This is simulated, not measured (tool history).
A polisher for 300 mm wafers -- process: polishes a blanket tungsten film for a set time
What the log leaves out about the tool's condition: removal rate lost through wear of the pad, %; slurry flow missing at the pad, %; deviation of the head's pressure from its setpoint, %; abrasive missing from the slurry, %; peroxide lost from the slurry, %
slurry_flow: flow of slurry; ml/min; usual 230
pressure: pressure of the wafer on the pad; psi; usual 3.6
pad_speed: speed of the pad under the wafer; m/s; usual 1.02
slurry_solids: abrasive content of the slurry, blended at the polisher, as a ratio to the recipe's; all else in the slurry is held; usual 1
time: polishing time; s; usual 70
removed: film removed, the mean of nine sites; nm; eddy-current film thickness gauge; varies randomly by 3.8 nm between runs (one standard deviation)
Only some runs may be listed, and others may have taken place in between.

| run | hour | slurry_flow | pressure | pad_speed | slurry_solids | time | wafers since the last listed run | wafers polished on this pad | hours since the slurry nozzle was cleaned | hours since the head pressure was calibrated | hours since the slurry blender was calibrated | hours since the slurry got fresh peroxide | incoming thickness of the incoming film, nm | removed |
|---|---|---|---|---|---|---|---|---|---|---|---|---|---|---|
| 1 | 0 | 230 | 3.6 | 1.02 | 1 | 75 | 0 | 306 | 429.4 | 1186.1 | 283.8 | 22.3 | 1508.3 | 298.1 |
|  | 17.7 | head pressure recalibrated |
| 2 | 23 | 230 | 3.6 | 1.02 | 1 | 70 | 123 | 429 | 452.4 | 5.3 | 306.8 | 45.3 | 1563.4 | 318.2 |
| 3 | 46.9 | 230 | 3.6 | 1.02 | 1 | 70 | 140 | 570 | 476.3 | 29.2 | 330.7 | 69.2 | 1558.3 | 306.3 |
| 4 | 63.2 | 230 | 3.9 | 1.02 | 1 | 70 | 95 | 666 | 492.6 | 45.5 | 347 | 85.5 | 1545.9 | 323.3 |
|  | 79.4 | slurry blender recalibrated |
| 5 | 87 | 230 | 3.9 | 1.02 | 1 | 70 | 128 | 794 | 516.4 | 69.3 | 7.6 | 109.3 | 1571.4 | 325.1 |
| 6 | 116.2 | 155 | 2.7 | 1.3 | 1 | 70 | 171 | 966 | 545.6 | 98.5 | 36.8 | 138.5 | 1546.2 | 304.3 |
| 7 | 131.7 | 160 | 2.5 | 0.88 | 1 | 70 | 91 | 1057 | 561.1 | 114 | 52.3 | 154 | 1538.3 | 207.3 |
| 8 | 145.9 | 230 | 3.6 | 1.02 | 1 | 64 | 83 | 1141 | 575.3 | 128.2 | 66.5 | 168.2 | 1542 | 281.4 |
|  | 167.9 | worn pad replaced by a new one |
| 9 | 180.8 | 230 | 2.7 | 0.88 | 1 | 70 | 181 | 75 | 610.2 | 163.1 | 101.4 | 203.1 | 1539.8 | 227.8 |
|  | 189.1 | slurry tank refilled with fresh slurry and peroxide |
| 10 | 194 | 265 | 2.8 | 1.02 | 0.7 | 86 | 71 | 147 | 623.4 | 176.3 | 114.6 | 4.9 | 1551.3 | 307.6 |
| 11 | 217.5 | 230 | 3.6 | 0.9 | 0.8 | 80 | 138 | 285 | 646.9 | 199.8 | 138.1 | 28.4 | 1541.1 | 298.2 |
|  | 262.2 | slurry nozzle cleaned |
| 12 | 318.4 | 230 | 3.6 | 1.02 | 1 | 70 | 587 | 873 | 56.2 | 300.7 | 239 | 129.3 | 1547.7 | 303 |
| 13 | 352.5 | 230 | 3.6 | 1.02 | 1.2 | 70 | 200 | 1074 | 90.3 | 334.8 | 273.1 | 163.4 | 1555.7 | 315 |
|  | 381.2 | slurry tank refilled with fresh slurry and peroxide |
| 14 | 381.7 | 230 | 3.6 | 1.02 | 1.25 | 70 | 165 | 1240 | 119.5 | 364 | 302.3 | 0.5 | 1544.8 | 312.3 |
|  | 398.9 | worn pad replaced by a new one |
| 15 | 399.4 | 230 | 3.6 | 0.74 | 1 | 47 | 80 | 2 | 137.2 | 381.7 | 320 | 18.2 | 1552.3 | 152.6 |
|  | 410.9 | slurry blender recalibrated |
| 16 | 420.7 | 155 | 3.6 | 1.02 | 1.1 | 70 | 113 | 116 | 158.5 | 403 | 9.8 | 39.5 | 1513.4 | 289.4 |
| 17 | 445.5 | 230 | 3.6 | 1.02 | 1 | 70 | 145 | 262 | 183.3 | 427.8 | 34.6 | 64.3 | 1512.6 | 301.5 |
| 18 | 464 | 205 | 3.6 | 0.82 | 1 | 89 | 108 | 371 | 201.8 | 446.3 | 53.1 | 82.8 | 1538.6 | 319.7 |
| 19 | 499 | 230 | 4.5 | 1.02 | 1 | 85 | 205 | 577 | 236.8 | 481.3 | 88.1 | 117.8 | 1548.1 | 427.1 |
| 20 | 522.7 | 200 | 4.3 | 1.02 | 1.25 | 70 | 139 | 716 | 260.5 | 505 | 111.8 | 141.5 | 1565.7 | 343.3 |
| 21 | 538.2 | 230 | 3.6 | 0.76 | 1 | 88 | 91 | 807 | 276 | 520.5 | 127.3 | 157 | 1524.3 | 295.2 |
| 22 | 568.1 | 230 | 3.6 | 1.02 | 1 | 55 | 175 | 983 | 305.9 | 550.4 | 157.2 | 186.9 | 1551.9 | 231.1 |
| 23 | 588.3 | 290 | 3.6 | 1.02 | 0.8 | 81 | 118 | 1102 | 326.1 | 570.6 | 177.4 | 207.1 | 1554.9 | 336.2 |
|  | 600.6 | worn pad replaced by a new one |
|  | 603.3 | slurry tank refilled with fresh slurry and peroxide |
| 24 | 622.3 | 230 | 2.7 | 1.02 | 0.85 | 70 | 170 | 122 | 360.1 | 604.6 | 211.4 | 19 | 1536.7 | 245.3 |
| 25 | 652 | 230 | 3.6 | 1.02 | 1 | 70 | 174 | 296 | 389.8 | 634.3 | 241.1 | 48.7 | 1509.5 | 294.7 |
| 26 | 682.4 | 230 | 3.6 | 1.02 | 1 | 70 | 178 | 475 | 420.2 | 664.7 | 271.5 | 79.1 | 1535 | 295.5 |
| 27 | 699.5 | 230 | 3.6 | 1.02 | 1 | 92 | 100 | 576 | 437.3 | 681.8 | 288.6 | 96.2 | 1546.9 | 391.8 |

Forecast each of these 3 alternatives for the next run:
| A | 700 | 230 | 3.6 | 1.02 | 1 | 70 | 2 | 579 | 437.8 | 682.3 | 289.1 | 96.7 | 1557.8 | ? |
| B | 700 | 230 | 3.6 | 1.02 | 0.9 | 52 | 2 | 579 | 437.8 | 682.3 | 289.1 | 96.7 | 1557.8 | ? |
| C | 700 | 265 | 3.6 | 1.02 | 1 | 70 | 2 | 579 | 437.8 | 682.3 | 289.1 | 96.7 | 1557.8 | ? |

| run | removed |
|---|---|
| A | 301.4 |
| B | 218.5 |
| C | 306.1 |
Take away the tool's hidden state, keep each run's random variation, and the runs would have read:
| run | removed |
|---|---|
| A | 309.6 |
| B | 224.4 |
| C | 314.5 |
